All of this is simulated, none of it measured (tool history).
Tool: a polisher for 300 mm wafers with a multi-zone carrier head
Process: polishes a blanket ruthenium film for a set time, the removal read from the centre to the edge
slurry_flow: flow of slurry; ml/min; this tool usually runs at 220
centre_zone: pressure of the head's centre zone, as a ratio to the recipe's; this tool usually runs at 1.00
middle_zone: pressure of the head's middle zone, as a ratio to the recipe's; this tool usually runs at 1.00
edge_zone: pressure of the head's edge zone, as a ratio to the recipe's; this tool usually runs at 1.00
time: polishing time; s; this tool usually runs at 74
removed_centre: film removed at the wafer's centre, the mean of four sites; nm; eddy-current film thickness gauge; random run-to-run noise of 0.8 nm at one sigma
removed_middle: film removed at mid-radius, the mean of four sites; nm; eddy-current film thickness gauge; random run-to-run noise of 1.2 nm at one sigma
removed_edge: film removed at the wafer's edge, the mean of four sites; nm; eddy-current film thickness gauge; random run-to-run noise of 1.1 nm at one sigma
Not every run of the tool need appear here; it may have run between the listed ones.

run	hour	slurry_flow	centre_zone	middle_zone	edge_zone	time	wafers since the last listed run	wafers polished on this pad	hours since the slurry nozzle was cleaned	hours since the centre zone pressure was calibrated	hours since the edge zone pressure was calibrated	hours since the carrier head's membrane was replaced	incoming thickness of the incoming film, nm	removed_centre	removed_middle	removed_edge
1	0.0	275	1.00	1.00	1.00	74	0	1503	191.6	261.5	282.6	1026.7	434.9	132.3	129.6	135.5
2	65.1	275	1.00	1.00	1.00	74	414	1918	256.7	326.6	347.7	1091.8	442.3	130.9	133.7	137.4
# hour 83.1: worn pad replaced by a new one
3	122.4	275	1.00	1.00	1.00	74	339	250	314.0	383.9	405.0	1149.1	443.8	131.1	131.8	136.0
# hour 135.2: slurry nozzle cleaned
# hour 165.0: centre zone pressure recalibrated
4	187.0	220	1.00	1.00	1.00	91	392	643	51.8	22.0	469.6	1213.7	445.8	161.0	161.7	164.1
# hour 209.0: edge zone pressure recalibrated
5	246.1	220	1.00	1.00	1.00	91	363	1006	110.9	81.1	37.1	1272.8	436.7	159.6	158.4	165.2
6	342.3	220	1.00	1.00	1.00	91	612	1619	207.1	177.3	133.3	1369.0	438.8	158.2	157.9	162.8
7	414.3	220	1.00	1.00	1.00	74	458	2078	279.1	249.3	205.3	1441.0	444.2	128.6	128.1	131.7
# hour 419.4: worn pad replaced by a new one
8	457.9	240	1.00	1.00	1.00	74	252	245	322.7	292.9	248.9	1484.6	436.5	128.9	126.8	132.4
# hour 477.0: slurry nozzle cleaned
9	520.6	240	1.00	1.00	1.00	74	393	638	43.6	355.6	311.6	1547.3	436.6	121.9	123.6	128.9
# hour 576.2: centre zone pressure recalibrated
10	604.2	220	1.00	1.00	1.00	74	519	1158	127.2	28.0	395.2	1630.9	436.9	117.6	118.9	126.9
# hour 698.3: edge zone pressure recalibrated
# hour 701.6: worn pad replaced by a new one
11	708.8	220	1.00	1.00	1.00	56	632	45	231.8	132.6	10.5	1735.5	446.1	86.5	87.3	93.2
# hour 744.1: carrier head's membrane replaced by a new one
# hour 764.0: slurry nozzle cleaned, repeated, since the last time left the tool worse
12	775.0	220	1.00	1.00	1.00	74	383	429	11.0	198.8	76.7	30.9	436.1	131.2	130.1	134.8
13	866.1	275	1.00	1.00	1.04	97	580	1009	102.1	289.9	167.8	122.0	434.4	174.9	173.2	183.4
14	946.4	220	0.95	1.00	1.00	74	511	1521	182.4	370.2	248.1	202.3	440.0	122.0	129.7	132.8
15	1006.2	220	1.00	1.00	0.89	74	380	1902	242.2	430.0	307.9	262.1	437.3	127.5	124.9	125.2
# hour 1042.7: worn pad replaced by a new one
# hour 1052.6: centre zone pressure recalibrated
16	1100.8	220	1.00	1.00	1.00	66	564	357	336.8	48.2	402.5	356.7	438.3	112.7	112.0	115.1
# hour 1104.9: slurry nozzle cleaned
17	1194.7	220	1.00	1.00	1.00	74	591	949	89.8	142.1	496.4	450.6	440.1	130.1	130.8	134.8
# hour 1240.3: edge zone pressure recalibrated
18	1297.1	220	1.00	1.00	0.92	74	639	1589	192.2	244.5	56.8	553.0	440.9	127.7	126.8	126.7
# hour 1379.1: worn pad replaced by a new one
19	1392.2	220	0.88	1.00	1.12	99	580	83	287.3	339.6	151.9	648.1	443.7	149.5	173.4	188.0
# hour 1459.7: slurry nozzle cleaned
20	1465.7	220	1.00	1.00	1.00	74	461	545	6.0	413.1	225.4	721.6	440.3	132.1	130.2	136.0
# hour 1478.2: centre zone pressure recalibrated
21	1540.9	275	1.00	1.00	1.00	87	466	1011	81.2	62.7	300.6	796.8	438.5	157.2	156.0	162.5
22	1587.3	245	1.00	1.00	1.12	74	295	1307	127.6	109.1	347.0	843.2	446.7	131.7	132.8	141.7

Each row is a separate what-if for the run after 22, all from the same tool condition, not one after another. Results?
A	1587.7	220	1.00	1.00	1.00	74	2	1309	128.0	109.5	347.4	843.6	441.5	?	?	?
B	1587.7	220	0.93	0.96	1.07	74	2	1309	128.0	109.5	347.4	843.6	441.5	?	?	?
C	1587.7	220	0.90	1.00	1.00	74	2	1309	128.0	109.5	347.4	843.6	441.5	?	?	?

run	removed_centre	removed_middle	removed_edge
A	127.9	127.9	133.3
B	118.9	123.6	137.9
C	115.0	127.9	133.3
Take away the tool's hidden state, keep each run's random variation, and the runs would have read:
run	removed_centre	removed_middle	removed_edge
A	130.0	129.7	134.7
B	120.8	125.4	139.4
C	116.9	129.8	134.7
